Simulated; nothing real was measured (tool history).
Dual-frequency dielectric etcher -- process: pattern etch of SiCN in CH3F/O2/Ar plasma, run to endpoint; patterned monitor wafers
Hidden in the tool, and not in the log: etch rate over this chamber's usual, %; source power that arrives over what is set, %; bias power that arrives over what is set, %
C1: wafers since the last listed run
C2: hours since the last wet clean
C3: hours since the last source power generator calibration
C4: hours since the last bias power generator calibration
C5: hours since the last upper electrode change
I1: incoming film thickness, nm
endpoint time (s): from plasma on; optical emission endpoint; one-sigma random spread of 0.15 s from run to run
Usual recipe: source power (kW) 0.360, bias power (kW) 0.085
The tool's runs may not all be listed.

{"run": 1, "day": 0.0, "source power (kW)": 0.3, "bias power (kW)": 0.085, "C1": 0, "C2": 42.6, "C3": 3057.9, "C4": 4793.2, "C5": 3396.9, "I1": 11.67, "endpoint time (s)": 30.4}
{"run": 2, "day": 1.646, "source power (kW)": 0.3, "bias power (kW)": 0.085, "C1": 641, "C2": 82.1, "C3": 3097.4, "C4": 4832.7, "C5": 3436.4, "I1": 11.61, "endpoint time (s)": 29.9}
{"run": 3, "day": 6.629, "source power (kW)": 0.3, "bias power (kW)": 0.085, "C1": 1942, "C2": 201.7, "C3": 3217.0, "C4": 4952.3, "C5": 3556.0, "I1": 11.52, "endpoint time (s)": 29.4}
{"run": 4, "day": 8.204, "source power (kW)": 0.34, "bias power (kW)": 0.072, "C1": 614, "C2": 239.5, "C3": 3254.8, "C4": 4990.1, "C5": 3593.8, "I1": 11.52, "endpoint time (s)": 29.5}
{"run": 5, "day": 11.058, "source power (kW)": 0.34, "bias power (kW)": 0.072, "C1": 1112, "C2": 308.0, "C3": 3323.3, "C4": 5058.6, "C5": 3662.3, "I1": 11.49, "endpoint time (s)": 29.2}
{"run": 6, "day": 12.533, "source power (kW)": 0.36, "bias power (kW)": 0.085, "C1": 575, "C2": 343.4, "C3": 3358.7, "C4": 5094.0, "C5": 3697.7, "I1": 11.62, "endpoint time (s)": 27.7}
{"day": 13.396, "done": "source power generator calibrated"}
{"day": 13.758, "done": "bias power generator calibrated"}
{"run": 7, "day": 14.746, "source power (kW)": 0.36, "bias power (kW)": 0.085, "C1": 732, "C2": 396.5, "C3": 32.4, "C4": 23.7, "C5": 3750.8, "I1": 11.67, "endpoint time (s)": 27.2}
{"day": 16.088, "done": "upper electrode replaced"}
{"day": 17.146, "done": "wet clean of the chamber"}
{"run": 8, "day": 17.167, "source power (kW)": 0.36, "bias power (kW)": 0.085, "C1": 164, "C2": 0.5, "C3": 90.5, "C4": 81.8, "C5": 25.9, "I1": 11.59, "endpoint time (s)": 28.4}
{"run": 9, "day": 19.354, "source power (kW)": 0.36, "bias power (kW)": 0.085, "C1": 852, "C2": 53.0, "C3": 143.0, "C4": 134.3, "C5": 78.4, "I1": 11.48, "endpoint time (s)": 28.1}
{"run": 10, "day": 21.25, "source power (kW)": 0.33, "bias power (kW)": 0.085, "C1": 739, "C2": 98.5, "C3": 188.5, "C4": 179.8, "C5": 123.9, "I1": 11.59, "endpoint time (s)": 28.9}
{"run": 11, "day": 23.275, "source power (kW)": 0.39, "bias power (kW)": 0.085, "C1": 789, "C2": 147.1, "C3": 237.1, "C4": 228.4, "C5": 172.5, "I1": 11.46, "endpoint time (s)": 26.9}
{"run": 12, "day": 25.35, "source power (kW)": 0.29, "bias power (kW)": 0.076, "C1": 808, "C2": 196.9, "C3": 286.9, "C4": 278.2, "C5": 222.3, "I1": 11.61, "endpoint time (s)": 31.0}
{"run": 13, "day": 27.85, "source power (kW)": 0.42, "bias power (kW)": 0.092, "C1": 974, "C2": 256.9, "C3": 346.9, "C4": 338.2, "C5": 282.3, "I1": 11.57, "endpoint time (s)": 25.8}
{"run": 14, "day": 29.779, "source power (kW)": 0.36, "bias power (kW)": 0.085, "C1": 752, "C2": 303.2, "C3": 393.2, "C4": 384.5, "C5": 328.6, "I1": 11.62, "endpoint time (s)": 28.0}
{"run": 15, "day": 31.279, "source power (kW)": 0.4, "bias power (kW)": 0.078, "C1": 584, "C2": 339.2, "C3": 429.2, "C4": 420.5, "C5": 364.6, "I1": 11.7, "endpoint time (s)": 27.6}
{"run": 16, "day": 33.846, "source power (kW)": 0.28, "bias power (kW)": 0.068, "C1": 1000, "C2": 400.8, "C3": 490.8, "C4": 482.1, "C5": 426.2, "I1": 11.71, "endpoint time (s)": 32.2}

How would selected steps in endpoint time (s) from run to run divide? Give the signed amount a tool lacking its hidden state would still show from settings, what came in and random variation, and the signed amount left for the hidden state, including any gauge scatter that is not in both of the compared results.
Run 7 -> 8: upper electrode replaced, wet clean of the chamber. endpoint time (s) +1.2: hidden state +1.4, all else -0.2.
Run 12 -> 13: source power (kW) 0.290 -> 0.420, bias power (kW) 0.076 -> 0.092. endpoint time (s) -5.2: hidden state -0.1, all else -5.1.

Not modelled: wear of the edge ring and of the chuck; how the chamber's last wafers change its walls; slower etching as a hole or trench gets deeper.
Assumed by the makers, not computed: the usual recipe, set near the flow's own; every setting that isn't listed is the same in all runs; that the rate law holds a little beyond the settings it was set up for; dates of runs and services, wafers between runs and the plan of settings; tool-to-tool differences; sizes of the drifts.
